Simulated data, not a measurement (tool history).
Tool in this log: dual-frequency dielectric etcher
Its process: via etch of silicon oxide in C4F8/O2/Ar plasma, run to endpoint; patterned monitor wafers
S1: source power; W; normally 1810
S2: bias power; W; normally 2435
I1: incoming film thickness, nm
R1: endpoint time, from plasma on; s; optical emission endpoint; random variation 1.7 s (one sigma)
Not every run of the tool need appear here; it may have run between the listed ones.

run   hour    S1    S2      I1     R1
  1      0  2020  1955  1332.1  246.8
  2   18.5  2020  1955  1328.4    248
  3     32  2020  1955  1327.8    246
  4   56.1  1810  2565  1329.2  237.1
  5   78.5  1810  2565  1328.7  239.9
  6  100.6  1810  2435  1326.4  240.7
     142.9  -- bias power generator calibrated
     153.3  -- upper electrode replaced
  7  153.8  1810  2435  1336.2  240.1
  8  161.2  1810  2435  1326.1    240
     180.4  -- source power generator calibrated
  9  181.6  2060  2754    1347  229.1
 10  211.5  1810  2435  1330.4  239.7
 11  243.5  2100  2998  1318.4    216
     270.9  -- wet clean of the chamber
 12  297.7  1450  1966  1326.5  277.6

Estimate the outcome of run 13 from the log above:
 13   333  2190  2246  1334.5   ?

Run 13 produced R1 238.5 s.
If the tool had no hidden condition, the same run with the same run-to-run variation would have returned R1 240.7 s.
